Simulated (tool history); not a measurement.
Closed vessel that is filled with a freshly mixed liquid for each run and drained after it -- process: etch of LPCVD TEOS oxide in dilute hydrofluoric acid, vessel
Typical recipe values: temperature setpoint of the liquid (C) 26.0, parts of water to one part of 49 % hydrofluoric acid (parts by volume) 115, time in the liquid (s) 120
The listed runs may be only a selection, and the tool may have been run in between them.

run   hour  temperature setpoint of the liquid (C)  parts of water to one part of 49 % hydrofluoric acid (parts by volume)  time in the liquid (s)  wafers since the last listed run  hours since the thermometer was replaced  hours since the hydrofluoric acid flow meter was replaced  hours since the gauge calibration  read-back film thickness of the LPCVD TEOS oxide reference wafer, read on the same gauge (nm)  thickness taken off the LPCVD TEOS oxide on a monitor wafer (Å)
  1    0.0                                    26.0                                                                     115                     120                                 0                                    1822.0                                                     2193.4                              147.5                                                                                          70.01                                                            202.3
  2   25.9                                    26.0                                                                     130                     120                              2679                                    1847.9                                                     2219.3                              173.4                                                                                          70.00                                                            176.3
  3   40.0                                    26.0                                                                     130                     120                              1458                                    1862.0                                                     2233.4                              187.5                                                                                          70.01                                                            177.0
  4   53.9                                    26.0                                                                     115                     120                              1438                                    1875.9                                                     2247.3                              201.4                                                                                          70.02                                                            204.0
  5   70.3                                    26.0                                                                     115                     120                              1696                                    1892.3                                                     2263.7                              217.8                                                                                          70.04                                                            203.1
  6   82.6                                    26.0                                                                     115                     120                              1272                                    1904.6                                                     2276.0                              230.1                                                                                          69.98                                                            204.3
  7   89.3                                    26.0                                                                     115                     120                               693                                    1911.3                                                     2282.7                              236.8                                                                                          70.02                                                            203.7
      97.7  -- hydrofluoric acid flow meter replaced
  8  106.2                                    26.0                                                                     115                     120                              1645                                    1928.2                                                        8.5                              253.7                                                                                          69.99                                                            205.5
  9  135.5                                    26.0                                                                     115                     120                              3031                                    1957.5                                                       37.8                              283.0                                                                                          70.01                                                            203.9
 10  143.3                                    26.0                                                                     115                     120                               807                                    1965.3                                                       45.6                              290.8                                                                                          70.00                                                            205.5
     147.8  -- gauge calibrated
 11  159.0                                    26.0                                                                     115                     120                              1624                                    1981.0                                                       61.3                               11.2                                                                                          70.01                                                            204.2
 12  166.5                                    29.5                                                                     115                     120                               776                                    1988.5                                                       68.8                               18.7                                                                                          70.00                                                            232.6
 13  172.5                                    29.5                                                                     115                     120                               620                                    1994.5                                                       74.8                               24.7                                                                                          70.00                                                            233.9
 14  183.5                                    27.5                                                                     115                     120                              1138                                    2005.5                                                       85.8                               35.7                                                                                          70.01                                                            216.6
 15  196.0                                    26.0                                                                      65                      75                              1293                                    2018.0                                                       98.3                               48.2                                                                                          69.97                                                            243.3
 16  212.1                                    26.0                                                                      90                     180                              1665                                    2034.1                                                      114.4                               64.3                                                                                          70.01                                                            408.7
 17  219.5                                    26.0                                                                     115                     120                               765                                    2041.5                                                      121.8                               71.7                                                                                          69.99                                                            204.6
 18  227.7                                    26.0                                                                     115                     120                               848                                    2049.7                                                      130.0                               79.9                                                                                          69.98                                                            205.6
 19  234.4                                    26.0                                                                     150                      60                               693                                    2056.4                                                      136.7                               86.6                                                                                          69.98                                                             75.3
 20  247.4                                    23.5                                                                      90                      90                              1345                                    2069.4                                                      149.7                               99.6                                                                                          70.01                                                            184.6
 21  254.1                                    23.0                                                                      65                      95                               693                                    2076.1                                                      156.4                              106.3                                                                                          70.01                                                            273.2
 22  268.6                                    26.0                                                                     115                      55                              1500                                    2090.6                                                      170.9                              120.8                                                                                          70.00                                                             94.6
 23  282.7                                    30.0                                                                      75                      55                              1458                                    2104.7                                                      185.0                              134.9                                                                                          70.01                                                            178.5
     293.9  -- thermometer replaced
 24  294.4                                    24.5                                                                     155                      50                              1107                                       0.5                                                      196.7                              146.6                                                                                          70.01                                                             51.9
 25  301.9                                    26.0                                                                     115                     120                               776                                       8.0                                                      204.2                              154.1                                                                                          69.99                                                            185.4
 26  313.8                                    30.5                                                                      65                      55                              1231                                      19.9                                                      216.1                              166.0                                                                                          70.02                                                            191.7
 27  322.5                                    26.0                                                                     115                     120                               900                                      28.6                                                      224.8                              174.7                                                                                          69.99                                                            184.9
 28  336.8                                    26.0                                                                     115                     120                              1479                                      42.9                                                      239.1                              189.0                                                                                          70.01                                                            185.0
 29  349.8                                    30.0                                                                     155                     165                              1345                                      55.9                                                      252.1                              202.0                                                                                          69.98                                                            208.7
 30  363.1                                    24.5                                                                     155                      50                              1376                                      69.2                                                      265.4                              215.3                                                                                          69.98                                                             51.9
 31  380.0                                    26.0                                                                      90                     180                              1748                                      86.1                                                      282.3                              232.2                                                                                          70.01                                                            367.7
 32  396.8                                    26.0                                                                     150                      65                              1738                                     102.9                                                      299.1                              249.0                                                                                          69.98                                                             73.9

Per-run results on a tool with no hidden state, each run keeping its own random variation:
What the log doesn't record here: liquid hotter than its thermometer reads (K); hydrofluoric acid flow above the setpoint (%); gauge reads high (%).
run  thickness taken off the LPCVD TEOS oxide on a monitor wafer (Å)
  1                                                            184.3
  2                                                            160.6
  3                                                            161.1
  4                                                            185.4
  5                                                            184.4
  6                                                            185.4
  7                                                            184.8
  8                                                            186.3
  9                                                            184.5
 10                                                            185.9
 11                                                            184.6
 12                                                            210.9
 13                                                            211.9
 14                                                            195.7
 15                                                            218.6
 16                                                            367.6
 17                                                            184.4
 18                                                            185.2
 19                                                             68.0
 20                                                            165.4
 21                                                            243.9
 22                                                             85.0
 23                                                            160.3
 24                                                             51.8
 25                                                            185.0
 26                                                            191.1
 27                                                            184.3
 28                                                            184.2
 29                                                            207.7
 30                                                             51.6
 31                                                            365.2
 32                                                             73.4

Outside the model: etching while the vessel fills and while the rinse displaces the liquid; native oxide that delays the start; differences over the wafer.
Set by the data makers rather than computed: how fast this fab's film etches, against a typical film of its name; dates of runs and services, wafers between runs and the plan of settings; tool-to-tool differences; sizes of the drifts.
